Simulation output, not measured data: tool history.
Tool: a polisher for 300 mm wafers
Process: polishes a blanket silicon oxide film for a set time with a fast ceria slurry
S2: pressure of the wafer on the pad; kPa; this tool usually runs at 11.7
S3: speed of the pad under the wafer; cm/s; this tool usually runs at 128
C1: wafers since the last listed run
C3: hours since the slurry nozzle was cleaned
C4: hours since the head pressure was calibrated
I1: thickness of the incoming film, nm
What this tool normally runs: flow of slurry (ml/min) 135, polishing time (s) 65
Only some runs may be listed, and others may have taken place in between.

run 1 hour=0 | flow_of_slurry_(ml/min)=135 S2=11.7 S3=128 polishing_time_(s)=65 | C1=0 wafers_polished_on_this_pad=683 C3=348.7 C4=1209.9 | I1=2898.6 | film_removed_(nm)=625.5
-- hour=2.7 worn pad replaced by a new one
run 2 hour=9 | flow_of_slurry_(ml/min)=135 S2=11.7 S3=128 polishing_time_(s)=65 | C1=71 wafers_polished_on_this_pad=71 C3=357.7 C4=1218.9 | I1=2867.2 | film_removed_(nm)=634.4
run 3 hour=26.6 | flow_of_slurry_(ml/min)=135 S2=11.7 S3=128 polishing_time_(s)=65 | C1=197 wafers_polished_on_this_pad=269 C3=375.3 C4=1236.5 | I1=2846.7 | film_removed_(nm)=626.3
run 4 hour=42.6 | flow_of_slurry_(ml/min)=135 S2=11.7 S3=128 polishing_time_(s)=65 | C1=179 wafers_polished_on_this_pad=448 C3=391.3 C4=1252.5 | I1=2937.8 | film_removed_(nm)=621
-- hour=64.1 worn pad replaced by a new one
run 5 hour=83.7 | flow_of_slurry_(ml/min)=135 S2=11.7 S3=128 polishing_time_(s)=65 | C1=416 wafers_polished_on_this_pad=219 C3=432.4 C4=1293.6 | I1=2883.6 | film_removed_(nm)=607.1
run 6 hour=98 | flow_of_slurry_(ml/min)=135 S2=11.7 S3=128 polishing_time_(s)=65 | C1=160 wafers_polished_on_this_pad=380 C3=446.7 C4=1307.9 | I1=2858.8 | film_removed_(nm)=616.7
run 7 hour=104.2 | flow_of_slurry_(ml/min)=135 S2=11.7 S3=128 polishing_time_(s)=65 | C1=69 wafers_polished_on_this_pad=450 C3=452.9 C4=1314.1 | I1=2871.5 | film_removed_(nm)=605.7
run 8 hour=110.3 | flow_of_slurry_(ml/min)=135 S2=11.7 S3=128 polishing_time_(s)=65 | C1=68 wafers_polished_on_this_pad=518 C3=459 C4=1320.2 | I1=2838.7 | film_removed_(nm)=622.5
run 9 hour=117.8 | flow_of_slurry_(ml/min)=135 S2=11.7 S3=94 polishing_time_(s)=74 | C1=84 wafers_polished_on_this_pad=603 C3=466.5 C4=1327.7 | I1=2925.6 | film_removed_(nm)=520.4
-- hour=126.3 worn pad replaced by a new one
run 10 hour=132.5 | flow_of_slurry_(ml/min)=135 S2=11.7 S3=94 polishing_time_(s)=74 | C1=120 wafers_polished_on_this_pad=70 C3=481.2 C4=1342.4 | I1=2891.1 | film_removed_(nm)=510.8
run 11 hour=138.7 | flow_of_slurry_(ml/min)=135 S2=11.7 S3=94 polishing_time_(s)=74 | C1=69 wafers_polished_on_this_pad=139 C3=487.4 C4=1348.6 | I1=2915.1 | film_removed_(nm)=499.4
-- hour=156.8 head pressure recalibrated
run 12 hour=157.3 | flow_of_slurry_(ml/min)=135 S2=11.7 S3=128 polishing_time_(s)=83 | C1=186 wafers_polished_on_this_pad=326 C3=506 C4=0.5 | I1=2917.8 | film_removed_(nm)=761.1
run 13 hour=166.5 | flow_of_slurry_(ml/min)=135 S2=11.7 S3=128 polishing_time_(s)=57 | C1=103 wafers_polished_on_this_pad=429 C3=515.2 C4=9.7 | I1=2931.6 | film_removed_(nm)=523.8
run 14 hour=173.1 | flow_of_slurry_(ml/min)=155 S2=8.3 S3=104 polishing_time_(s)=73 | C1=74 wafers_polished_on_this_pad=503 C3=521.8 C4=16.3 | I1=2862 | film_removed_(nm)=441.5
-- hour=175.6 slurry nozzle cleaned
run 15 hour=185 | flow_of_slurry_(ml/min)=135 S2=11.7 S3=168 polishing_time_(s)=65 | C1=122 wafers_polished_on_this_pad=626 C3=9.4 C4=28.2 | I1=2856.9 | film_removed_(nm)=887.5
-- hour=194.6 worn pad replaced by a new one
run 16 hour=195.1 | flow_of_slurry_(ml/min)=135 S2=11.7 S3=128 polishing_time_(s)=65 | C1=68 wafers_polished_on_this_pad=5 C3=19.5 C4=38.3 | I1=2880.4 | film_removed_(nm)=670.6
run 17 hour=209.2 | flow_of_slurry_(ml/min)=135 S2=11.7 S3=128 polishing_time_(s)=65 | C1=158 wafers_polished_on_this_pad=164 C3=33.6 C4=52.4 | I1=2855 | film_removed_(nm)=668.9
run 18 hour=223.3 | flow_of_slurry_(ml/min)=165 S2=11.7 S3=114 polishing_time_(s)=56 | C1=158 wafers_polished_on_this_pad=322 C3=47.7 C4=66.5 | I1=2886 | film_removed_(nm)=543.6

Expected results for the next run?
run 19 hour=235.1 | flow_of_slurry_(ml/min)=135 S2=11.7 S3=128 polishing_time_(s)=65 | C1=132 wafers_polished_on_this_pad=455 C3=59.5 C4=78.3 | I1=2918.8 | film_removed_(nm)=?

Run 19 gave film removed (nm) 677.4.
Take away the tool's hidden state, keep the run-to-run variation as it was, and the same run would have given film removed (nm) 686.3.

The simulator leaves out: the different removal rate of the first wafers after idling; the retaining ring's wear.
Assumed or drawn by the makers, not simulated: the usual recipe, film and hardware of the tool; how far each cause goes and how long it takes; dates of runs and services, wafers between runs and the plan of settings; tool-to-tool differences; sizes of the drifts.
